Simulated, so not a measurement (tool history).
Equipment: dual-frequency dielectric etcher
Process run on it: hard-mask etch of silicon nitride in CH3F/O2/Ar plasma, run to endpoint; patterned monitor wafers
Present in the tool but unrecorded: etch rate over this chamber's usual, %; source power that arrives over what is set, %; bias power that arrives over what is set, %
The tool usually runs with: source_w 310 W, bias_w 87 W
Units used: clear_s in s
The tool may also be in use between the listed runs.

run,day,source_w,bias_w,wafers since the last listed run,hours since the last wet clean,hours since the last source power generator calibration,hours since the last bias power generator calibration,hours since the last upper electrode change,"incoming incoming film thickness, nm",clear_s
1,0.000,310,73,0,333.8,1479.2,2957.7,4094.0,55.7,84.9
2,0.375,310,73,105,342.8,1488.2,2966.7,4103.0,56.2,86.2
3,0.875,310,73,140,354.8,1500.2,2978.7,4115.0,55.1,85.3
4,1.358,250,87,136,366.4,1511.8,2990.3,4126.6,56.5,88.3
5,1.958,310,87,169,380.8,1526.2,3004.7,4141.0,55.3,80.3
6,2.379,310,87,118,390.9,1536.3,3014.8,4151.1,54.9,79.7
7,2.638,310,87,72,397.1,1542.5,3021.0,4157.3,55.9,80.8
8,3.125,310,87,137,408.8,1554.2,3032.7,4169.0,55.5,80.7
9,3.721,310,87,167,423.1,1568.5,3047.0,4183.3,55.4,79.9
10,4.096,310,87,105,432.1,1577.5,3056.0,4192.3,55.6,80.3
# day 4.404: bias power generator calibrated
11,4.775,310,87,144,448.4,1593.8,8.9,4208.6,55.3,80.8
12,5.350,310,87,161,462.2,1607.6,22.7,4222.4,55.3,79.9
# day 5.750: source power generator calibrated
13,5.767,380,73,70,472.2,0.4,32.7,4232.4,55.6,78.8
14,6.358,310,87,166,486.4,14.6,46.9,4246.6,55.3,79.4
15,6.667,340,75,86,493.8,22.0,54.3,4254.0,55.5,80.4
# day 7.679: wet clean of the chamber
# day 8.429: upper electrode replaced
16,8.450,310,87,9,18.5,64.8,97.1,0.5,54.8,82.6
17,8.467,250,109,4,18.9,65.2,97.5,0.9,55.5,84.0
18,8.479,340,103,3,19.2,65.5,97.8,1.2,55.3,75.5
19,8.979,270,75,140,31.2,77.5,109.8,13.2,55.7,91.3
20,9.550,360,71,160,44.9,91.2,123.5,26.9,55.2,82.3
21,9.975,310,87,119,55.1,101.4,133.7,37.1,55.6,82.8
22,10.696,360,87,203,72.4,118.7,151.0,54.4,55.0,77.0
23,11.088,310,87,110,81.8,128.1,160.4,63.8,55.7,83.1
24,11.512,250,104,119,92.0,138.3,170.6,74.0,55.2,83.9

3 options for the next run, each taken on its own from the tool as it stands now. Forecast them:
A,11.529,310,66,4,92.4,138.7,171.0,74.4,55.2,?
B,11.529,380,108,4,92.4,138.7,171.0,74.4,55.2,?
C,11.529,310,96,4,92.4,138.7,171.0,74.4,55.2,?

run,clear_s
A,88.6
B,70.9
C,79.3
What these runs would have given with no unlogged condition in the tool:
run,clear_s
A,89.6
B,71.7
C,80.2

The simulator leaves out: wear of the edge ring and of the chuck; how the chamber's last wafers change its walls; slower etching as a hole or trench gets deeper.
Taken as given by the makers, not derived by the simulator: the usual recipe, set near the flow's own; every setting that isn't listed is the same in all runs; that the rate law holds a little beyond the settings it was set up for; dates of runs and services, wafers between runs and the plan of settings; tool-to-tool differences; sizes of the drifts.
